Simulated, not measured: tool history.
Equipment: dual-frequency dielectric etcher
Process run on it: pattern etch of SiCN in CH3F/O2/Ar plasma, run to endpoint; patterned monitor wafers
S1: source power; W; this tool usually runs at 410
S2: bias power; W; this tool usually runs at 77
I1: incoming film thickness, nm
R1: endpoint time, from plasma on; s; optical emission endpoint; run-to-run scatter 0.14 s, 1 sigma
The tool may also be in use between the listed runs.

{"run": 1, "hour": 0.0, "S1": 410, "S2": 77, "I1": 6.7, "R1": 17.3}
{"run": 2, "hour": 28.4, "S1": 410, "S2": 77, "I1": 6.74, "R1": 17.4}
{"run": 3, "hour": 42.9, "S1": 410, "S2": 77, "I1": 6.77, "R1": 17.2}
{"run": 4, "hour": 57.9, "S1": 410, "S2": 77, "I1": 6.66, "R1": 16.9}
{"run": 5, "hour": 96.4, "S1": 410, "S2": 77, "I1": 6.71, "R1": 17.3}
{"run": 6, "hour": 113.0, "S1": 410, "S2": 77, "I1": 6.7, "R1": 17.1}
{"run": 7, "hour": 143.8, "S1": 410, "S2": 77, "I1": 6.64, "R1": 17.0}
{"run": 8, "hour": 167.9, "S1": 410, "S2": 77, "I1": 6.72, "R1": 17.3}
{"run": 9, "hour": 216.5, "S1": 410, "S2": 77, "I1": 6.71, "R1": 17.2}
{"run": 10, "hour": 246.6, "S1": 410, "S2": 77, "I1": 6.72, "R1": 17.2}
{"run": 11, "hour": 278.3, "S1": 410, "S2": 77, "I1": 6.73, "R1": 17.5}
{"run": 12, "hour": 299.0, "S1": 330, "S2": 77, "I1": 6.74, "R1": 18.3}
{"run": 13, "hour": 333.7, "S1": 330, "S2": 77, "I1": 6.69, "R1": 18.2}
{"run": 14, "hour": 364.0, "S1": 330, "S2": 77, "I1": 6.66, "R1": 17.9}
{"run": 15, "hour": 391.8, "S1": 410, "S2": 77, "I1": 6.67, "R1": 16.9}
{"run": 16, "hour": 416.0, "S1": 410, "S2": 67, "I1": 6.74, "R1": 18.1}
{"run": 17, "hour": 428.6, "S1": 410, "S2": 67, "I1": 6.71, "R1": 18.1}
{"run": 18, "hour": 448.9, "S1": 490, "S2": 77, "I1": 6.61, "R1": 16.3}
{"run": 19, "hour": 551.1, "S1": 410, "S2": 77, "I1": 6.66, "R1": 17.0}
{"run": 20, "hour": 573.9, "S1": 350, "S2": 63, "I1": 6.76, "R1": 19.4}
{"run": 21, "hour": 598.1, "S1": 320, "S2": 61, "I1": 6.65, "R1": 19.5}
{"run": 22, "hour": 611.8, "S1": 350, "S2": 61, "I1": 6.74, "R1": 19.4}
{"run": 23, "hour": 633.9, "S1": 480, "S2": 77, "I1": 6.69, "R1": 16.4}
{"run": 24, "hour": 662.2, "S1": 500, "S2": 92, "I1": 6.81, "R1": 15.5}
{"run": 25, "hour": 694.4, "S1": 410, "S2": 77, "I1": 6.71, "R1": 17.4}
{"run": 26, "hour": 718.2, "S1": 320, "S2": 61, "I1": 6.66, "R1": 20.2}
{"run": 27, "hour": 733.9, "S1": 440, "S2": 59, "I1": 6.69, "R1": 18.4}
{"run": 28, "hour": 761.3, "S1": 410, "S2": 77, "I1": 6.69, "R1": 17.1}
{"run": 29, "hour": 785.2, "S1": 350, "S2": 94, "I1": 6.67, "R1": 16.8}
{"run": 30, "hour": 806.6, "S1": 470, "S2": 71, "I1": 6.71, "R1": 17.2}
{"run": 31, "hour": 832.9, "S1": 410, "S2": 77, "I1": 6.67, "R1": 17.3}
{"run": 32, "hour": 844.9, "S1": 320, "S2": 90, "I1": 6.72, "R1": 17.4}
{"run": 33, "hour": 880.6, "S1": 410, "S2": 69, "I1": 6.69, "R1": 17.9}
{"run": 34, "hour": 887.5, "S1": 360, "S2": 92, "I1": 6.71, "R1": 16.6}
{"run": 35, "hour": 922.1, "S1": 460, "S2": 77, "I1": 6.67, "R1": 16.5}

Taken out of this log: 5 entries between the listed runs. Where each belongs, and how the hidden state differs across it:
From run 14 to run 15: source power generator calibrated (hour 372.5); wet clean of the chamber (hour 391.3)
  both runs share identical hidden conditions
From run 18 to run 19: bias power generator calibrated (hour 529.8)
  both runs share identical hidden conditions
From run 24 to run 25: upper electrode replaced (hour 689.2)
  both runs share identical hidden conditions
From run 32 to run 33: wet clean of the chamber (hour 880.1)
  both runs share identical hidden conditions
